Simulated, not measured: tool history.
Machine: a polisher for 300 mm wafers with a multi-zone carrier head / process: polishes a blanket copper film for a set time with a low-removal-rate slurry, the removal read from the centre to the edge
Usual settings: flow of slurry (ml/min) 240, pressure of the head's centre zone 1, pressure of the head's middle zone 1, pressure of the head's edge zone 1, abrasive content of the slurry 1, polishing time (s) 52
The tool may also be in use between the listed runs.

run,hour,flow of slurry (ml/min),pressure of the head's centre zone,pressure of the head's middle zone,pressure of the head's edge zone,abrasive content of the slurry,polishing time (s),wafers since the last listed run,wafers polished on this pad,hours since the slurry nozzle was cleaned,hours since the centre zone pressure was calibrated,hours since the edge zone pressure was calibrated,hours since the carrier head's membrane was replaced,"incoming thickness of the incoming film, nm",film removed at the wafer's centre (nm),film removed at mid-radius (nm),film removed at the wafer's edge (nm)
1,0,240,1.03,1,1,1,52,0,2633,393.6,326.9,266.7,138.9,651.3,150.6,149.5,150.6
2,25.4,240,1,0.89,0.9,1,52,191,2824,419,352.3,292.1,164.3,656,148.2,138.2,146.6
# hour 33.9: worn pad replaced by a new one
# hour 36.5: slurry nozzle cleaned
3,83.7,240,0.93,1.08,1,1,52,400,366,47.2,410.6,350.4,222.6,672.3,149.4,170,161
4,126,240,1,1.08,1,1,52,318,685,89.5,452.9,392.7,264.9,658.3,154.4,165.4,155.5
5,150.1,240,1,1,1,1,52,181,866,113.6,477,416.8,289,662.1,152.1,153.2,152.6
6,190.4,240,1,1,1,1,52,303,1169,153.9,517.3,457.1,329.3,657.7,151.2,152.6,153.2
7,276,240,1,1,1,1,52,643,1813,239.5,602.9,542.7,414.9,659.1,148.4,148.2,150.2
8,323.3,240,1,1,1,1,52,355,2169,286.8,650.2,590,462.2,649.9,144,150.6,151.7
9,358.4,240,1,0.96,1,1.25,52,264,2433,321.9,685.3,625.1,497.3,663.6,151.9,151.4,154.5
# hour 385: slurry nozzle cleaned
10,386.2,240,1,1,1,1.25,52,201,2634,1.2,713.1,652.9,525.1,652.1,150.8,156.2,156.4
# hour 426.4: worn pad replaced by a new one
11,488.9,240,1.08,1,1.12,0.9,52,742,470,103.9,815.8,755.6,627.8,662.9,168.6,160.4,169.1
12,516.5,240,0.93,1.08,1,1,52,207,677,131.5,843.4,783.2,655.4,647.8,149.4,170.9,163.4
13,545,180,1,1,1,1,47,214,892,160,871.9,811.7,683.9,663.2,137.7,138.1,143.2
14,615.7,240,1,0.89,1,1.25,52,531,1423,230.7,942.6,882.4,754.6,653.3,160.7,147.4,163.3
# hour 667: carrier head's membrane replaced by a new one
15,685.8,240,1,1,1,1,52,489,1913,300.8,1012.7,952.5,18.8,669.1,149.9,154.9,152.2
16,728.3,265,0.89,1,1,1,52,319,2233,343.3,1055.2,995,61.3,661.5,139.3,154.1,156.1
17,767.1,240,1.08,1,1.12,0.9,52,291,2525,382.1,1094,1033.8,100.1,657.9,151.6,149.2,158.4
# hour 773.5: slurry nozzle cleaned
# hour 880.4: worn pad replaced by a new one
18,937.2,305,1,0.97,1.08,1,45,1241,427,163.7,1264.1,1203.9,270.2,661.9,142.3,141.3,149.7
19,983.7,175,1,0.95,1,1,52,349,776,210.2,1310.6,1250.4,316.7,663.5,147.4,146.2,152.6
20,1036.4,240,1,1.03,1,1,58,396,1173,262.9,1363.3,1303.1,369.4,656.2,167.3,178.6,173.8

Here are 5 independent what-if runs from the current tool condition. What would each one return?
A,1036.8,240,1,1,1,1,52,3,1176,263.3,1363.7,1303.5,369.8,656.2,?,?,?
B,1036.8,240,1.05,0.88,1.05,1,69,3,1176,263.3,1363.7,1303.5,369.8,656.2,?,?,?
C,1036.8,240,1,1,1.11,1,34,3,1176,263.3,1363.7,1303.5,369.8,656.2,?,?,?
D,1036.8,240,1,1,0.9,0.9,59,3,1176,263.3,1363.7,1303.5,369.8,656.2,?,?,?
E,1036.8,170,1.07,1,1.04,0.9,52,3,1176,263.3,1363.7,1303.5,369.8,656.2,?,?,?

run,film removed at the wafer's centre (nm),film removed at mid-radius (nm),film removed at the wafer's edge (nm)
A,150.4,153.6,157.2
B,205.8,184.4,213.9
C,98.3,100.4,108.2
D,166.9,170.6,166.1
E,146.9,144.2,152
Had the tool no hidden state, the same runs would have come out as:
run,film removed at the wafer's centre (nm),film removed at mid-radius (nm),film removed at the wafer's edge (nm)
A,165.5,169,172.9
B,226.5,202.9,235.4
C,108.2,110.5,119.1
D,183.7,187.7,182.7
E,161.6,158.6,167.3
